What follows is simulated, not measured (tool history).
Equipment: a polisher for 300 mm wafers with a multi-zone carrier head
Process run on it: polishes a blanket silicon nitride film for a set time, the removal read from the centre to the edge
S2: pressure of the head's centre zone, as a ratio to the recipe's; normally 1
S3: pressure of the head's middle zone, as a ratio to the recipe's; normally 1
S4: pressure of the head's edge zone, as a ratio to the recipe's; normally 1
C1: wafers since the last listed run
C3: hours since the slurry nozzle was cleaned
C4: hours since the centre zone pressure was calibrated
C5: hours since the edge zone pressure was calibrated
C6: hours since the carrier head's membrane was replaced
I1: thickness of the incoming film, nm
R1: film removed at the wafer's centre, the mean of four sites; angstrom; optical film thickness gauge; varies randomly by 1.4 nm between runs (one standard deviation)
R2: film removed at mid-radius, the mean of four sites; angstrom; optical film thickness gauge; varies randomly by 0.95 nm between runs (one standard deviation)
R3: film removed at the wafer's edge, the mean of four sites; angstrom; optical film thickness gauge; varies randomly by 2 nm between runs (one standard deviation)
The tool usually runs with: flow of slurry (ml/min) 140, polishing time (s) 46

{"run": 1, "hour": 0.0, "flow of slurry (ml/min)": 140, "S2": 1, "S3": 1, "S4": 1, "polishing time (s)": 46, "C1": 0, "wafers polished on this pad": 256, "C3": 386.5, "C4": 1193.6, "C5": 576, "C6": 1797.2, "I1": 566.4, "R1": 1376, "R2": 1371, "R3": 1363}
{"run": 2, "hour": 9.6, "flow of slurry (ml/min)": 140, "S2": 1, "S3": 1, "S4": 1, "polishing time (s)": 46, "C1": 107, "wafers polished on this pad": 364, "C3": 396.1, "C4": 1203.2, "C5": 585.6, "C6": 1806.8, "I1": 569.6, "R1": 1389, "R2": 1378, "R3": 1347}
{"run": 3, "hour": 21.2, "flow of slurry (ml/min)": 100, "S2": 1, "S3": 1, "S4": 1, "polishing time (s)": 46, "C1": 129, "wafers polished on this pad": 493, "C3": 407.7, "C4": 1214.8, "C5": 597.2, "C6": 1818.4, "I1": 570.8, "R1": 1236, "R2": 1232, "R3": 1262}
{"run": 4, "hour": 30.3, "flow of slurry (ml/min)": 140, "S2": 1, "S3": 1, "S4": 1, "polishing time (s)": 46, "C1": 101, "wafers polished on this pad": 595, "C3": 416.8, "C4": 1223.9, "C5": 606.3, "C6": 1827.5, "I1": 572.8, "R1": 1375, "R2": 1365, "R3": 1353}
{"hour": 44.0, "done": "worn pad replaced by a new one"}
{"run": 5, "hour": 46.9, "flow of slurry (ml/min)": 140, "S2": 1, "S3": 1, "S4": 1, "polishing time (s)": 41, "C1": 140, "wafers polished on this pad": 31, "C3": 433.4, "C4": 1240.5, "C5": 622.9, "C6": 1844.1, "I1": 571.5, "R1": 1232, "R2": 1206, "R3": 1196}
{"run": 6, "hour": 63.8, "flow of slurry (ml/min)": 140, "S2": 1, "S3": 1, "S4": 1, "polishing time (s)": 41, "C1": 188, "wafers polished on this pad": 220, "C3": 450.3, "C4": 1257.4, "C5": 639.8, "C6": 1861, "I1": 575.9, "R1": 1247, "R2": 1210, "R3": 1185}
{"hour": 80.9, "done": "centre zone pressure recalibrated"}
{"run": 7, "hour": 81.5, "flow of slurry (ml/min)": 155, "S2": 1, "S3": 1, "S4": 0.97, "polishing time (s)": 46, "C1": 175, "wafers polished on this pad": 395, "C3": 468, "C4": 0.6, "C5": 657.5, "C6": 1878.7, "I1": 565.1, "R1": 1432, "R2": 1397, "R3": 1396}
{"run": 8, "hour": 90.6, "flow of slurry (ml/min)": 165, "S2": 1, "S3": 1, "S4": 1, "polishing time (s)": 46, "C1": 101, "wafers polished on this pad": 497, "C3": 477.1, "C4": 9.7, "C5": 666.6, "C6": 1887.8, "I1": 560.5, "R1": 1469, "R2": 1414, "R3": 1382}
{"hour": 95.1, "done": "edge zone pressure recalibrated"}
{"hour": 103.5, "done": "slurry nozzle cleaned"}
{"run": 9, "hour": 104.0, "flow of slurry (ml/min)": 140, "S2": 1.06, "S3": 1.07, "S4": 1, "polishing time (s)": 46, "C1": 116, "wafers polished on this pad": 613, "C3": 0.5, "C4": 23.1, "C5": 8.9, "C6": 1901.2, "I1": 568.2, "R1": 1445, "R2": 1460, "R3": 1404}
{"hour": 113.7, "done": "carrier head's membrane replaced by a new one"}
{"run": 10, "hour": 119.6, "flow of slurry (ml/min)": 140, "S2": 1, "S3": 1, "S4": 1, "polishing time (s)": 46, "C1": 118, "wafers polished on this pad": 731, "C3": 16.1, "C4": 38.7, "C5": 24.5, "C6": 5.9, "I1": 572.1, "R1": 1388, "R2": 1373, "R3": 1371}
{"hour": 127.7, "done": "worn pad replaced by a new one"}
{"run": 11, "hour": 131.2, "flow of slurry (ml/min)": 160, "S2": 1.03, "S3": 1, "S4": 1.06, "polishing time (s)": 54, "C1": 84, "wafers polished on this pad": 39, "C3": 27.7, "C4": 50.3, "C5": 36.1, "C6": 17.5, "I1": 566.3, "R1": 1705, "R2": 1657, "R3": 1666}
{"run": 12, "hour": 148.0, "flow of slurry (ml/min)": 140, "S2": 0.92, "S3": 1, "S4": 1.12, "polishing time (s)": 46, "C1": 187, "wafers polished on this pad": 226, "C3": 44.5, "C4": 67.1, "C5": 52.9, "C6": 34.3, "I1": 565.9, "R1": 1256, "R2": 1374, "R3": 1421}
{"run": 13, "hour": 157.2, "flow of slurry (ml/min)": 140, "S2": 1.06, "S3": 1, "S4": 1, "polishing time (s)": 50, "C1": 102, "wafers polished on this pad": 329, "C3": 53.7, "C4": 76.3, "C5": 62.1, "C6": 43.5, "I1": 569.8, "R1": 1594, "R2": 1486, "R3": 1487}
{"run": 14, "hour": 172.5, "flow of slurry (ml/min)": 170, "S2": 1, "S3": 1, "S4": 1, "polishing time (s)": 46, "C1": 170, "wafers polished on this pad": 500, "C3": 69, "C4": 91.6, "C5": 77.4, "C6": 58.8, "I1": 575, "R1": 1441, "R2": 1407, "R3": 1390}

What if the next run were any one of these 5? Each begins from the tool's condition after run 14:
{"run": "A", "hour": 172.9, "flow of slurry (ml/min)": 115, "S2": 1, "S3": 1, "S4": 1, "polishing time (s)": 46, "C1": 4, "wafers polished on this pad": 504, "C3": 69.4, "C4": 92, "C5": 77.8, "C6": 59.2, "I1": 567.7, "R1": "?", "R2": "?", "R3": "?"}
{"run": "B", "hour": 172.9, "flow of slurry (ml/min)": 175, "S2": 1, "S3": 1, "S4": 1, "polishing time (s)": 46, "C1": 4, "wafers polished on this pad": 504, "C3": 69.4, "C4": 92, "C5": 77.8, "C6": 59.2, "I1": 567.7, "R1": "?", "R2": "?", "R3": "?"}
{"run": "C", "hour": 172.9, "flow of slurry (ml/min)": 140, "S2": 1, "S3": 1.04, "S4": 1, "polishing time (s)": 35, "C1": 4, "wafers polished on this pad": 504, "C3": 69.4, "C4": 92, "C5": 77.8, "C6": 59.2, "I1": 567.7, "R1": "?", "R2": "?", "R3": "?"}
{"run": "D", "hour": 172.9, "flow of slurry (ml/min)": 140, "S2": 1, "S3": 1, "S4": 1.11, "polishing time (s)": 51, "C1": 4, "wafers polished on this pad": 504, "C3": 69.4, "C4": 92, "C5": 77.8, "C6": 59.2, "I1": 567.7, "R1": "?", "R2": "?", "R3": "?"}
{"run": "E", "hour": 172.9, "flow of slurry (ml/min)": 125, "S2": 0.88, "S3": 1, "S4": 0.9, "polishing time (s)": 60, "C1": 4, "wafers polished on this pad": 504, "C3": 69.4, "C4": 92, "C5": 77.8, "C6": 59.2, "I1": 567.7, "R1": "?", "R2": "?", "R3": "?"}

run=A R1=1319 R2=1306 R3=1363
run=B R1=1466 R2=1434 R3=1457
run=C R1=1061 R2=1079 R3=1073
run=D R1=1546 R2=1521 R3=1648
run=E R1=1566 R2=1743 R3=1718
Take away the tool's hidden state, keep each run's random variation, and the runs would have read:
run=A R1=1319 R2=1306 R3=1363
run=B R1=1466 R2=1434 R3=1457
run=C R1=1061 R2=1079 R3=1073
run=D R1=1546 R2=1521 R3=1648
run=E R1=1566 R2=1743 R3=1718

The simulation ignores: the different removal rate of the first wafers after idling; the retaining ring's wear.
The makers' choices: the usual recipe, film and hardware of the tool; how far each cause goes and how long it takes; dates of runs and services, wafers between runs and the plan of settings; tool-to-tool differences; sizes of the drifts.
